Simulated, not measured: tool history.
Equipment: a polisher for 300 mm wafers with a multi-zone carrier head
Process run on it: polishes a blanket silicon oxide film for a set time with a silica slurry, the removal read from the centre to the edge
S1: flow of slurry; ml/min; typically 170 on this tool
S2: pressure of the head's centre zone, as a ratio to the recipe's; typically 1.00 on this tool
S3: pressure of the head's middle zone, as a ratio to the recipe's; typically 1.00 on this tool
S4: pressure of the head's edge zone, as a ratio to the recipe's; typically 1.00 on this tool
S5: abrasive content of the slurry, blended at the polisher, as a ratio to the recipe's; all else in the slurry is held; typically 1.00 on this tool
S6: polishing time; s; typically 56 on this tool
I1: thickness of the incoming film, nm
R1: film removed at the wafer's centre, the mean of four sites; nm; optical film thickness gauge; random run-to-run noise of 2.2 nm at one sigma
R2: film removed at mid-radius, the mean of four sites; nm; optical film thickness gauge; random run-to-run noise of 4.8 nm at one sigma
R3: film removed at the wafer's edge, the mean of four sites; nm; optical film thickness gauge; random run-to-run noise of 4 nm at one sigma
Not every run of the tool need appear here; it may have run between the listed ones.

run,day,S1,S2,S3,S4,S5,S6,I1,R1,R2,R3
1,0.000,170,1.00,1.00,0.94,1.00,43,1787.0,281.0,272.1,269.2
2,1.158,170,1.09,1.00,1.00,1.00,56,1819.1,394.1,342.5,347.4
3,2.142,110,0.92,1.11,1.00,1.30,56,1839.5,344.6,403.6,379.7
4,3.046,170,1.00,1.00,1.00,1.00,56,1807.4,365.9,342.8,354.7
# day 3.558: centre zone pressure recalibrated, repeated, since the last time left the tool worse
5,4.329,170,1.00,0.96,1.00,1.00,56,1821.1,347.9,333.1,352.1
6,5.650,170,1.00,1.00,0.92,1.00,56,1827.0,348.3,349.1,339.6
7,6.700,170,1.00,0.94,1.00,1.00,56,1814.4,343.3,330.8,355.7
# day 8.062: worn pad replaced by a new one
8,8.142,170,1.04,1.00,1.00,1.30,56,1833.4,413.6,392.0,404.1
9,10.158,210,1.00,1.00,1.00,0.85,56,1808.5,324.0,328.7,333.4
10,11.058,170,1.00,1.00,1.00,0.85,56,1805.2,315.9,312.0,332.0
11,11.592,170,1.00,1.00,1.00,1.00,67,1820.2,411.0,414.4,427.9
12,12.154,170,1.00,1.00,1.00,1.00,56,1848.1,339.0,346.6,353.2
# day 12.758: slurry nozzle cleaned
13,13.104,170,1.00,1.00,1.00,1.00,56,1811.3,345.6,356.1,356.4
14,14.396,230,1.00,1.00,0.91,1.00,76,1793.1,491.3,488.2,479.3
15,15.338,150,1.00,1.12,0.90,1.00,56,1803.4,337.6,370.7,334.2
# day 16.279: worn pad replaced by a new one
16,16.300,170,0.92,1.00,1.10,0.75,68,1841.2,323.1,356.9,387.7
17,17.175,115,1.00,1.00,1.00,1.00,51,1845.2,290.1,291.9,309.2
18,19.062,170,1.00,1.00,1.00,1.00,56,1829.4,342.4,352.7,355.8
19,20.025,170,0.90,0.90,1.00,1.10,56,1815.7,323.8,343.8,374.0
20,20.683,170,1.00,1.11,1.00,1.00,47,1807.6,287.5,318.2,294.1
21,22.050,170,1.00,1.00,1.06,1.00,56,1812.9,341.2,345.6,366.5

What would each run have given without the hidden state, its run-to-run variation left as it was?
The hidden state here: removal rate lost through wear of the pad, %; slurry flow missing at the pad, %; deviation of the centre zone's pressure from its setpoint, %; deviation of the edge zone's pressure from its setpoint, %.
run,R1
1,267.5
2,375.4
3,328.1
4,348.5
5,347.7
6,348.1
7,343.1
8,413.5
9,324.1
10,316.0
11,411.1
12,339.2
13,345.9
14,492.0
15,338.1
16,323.8
17,290.8
18,343.6
19,325.0
20,288.7
21,342.9
R2: at most 0.1 nm away from the measurement, every run.
R3: as measured in every run.
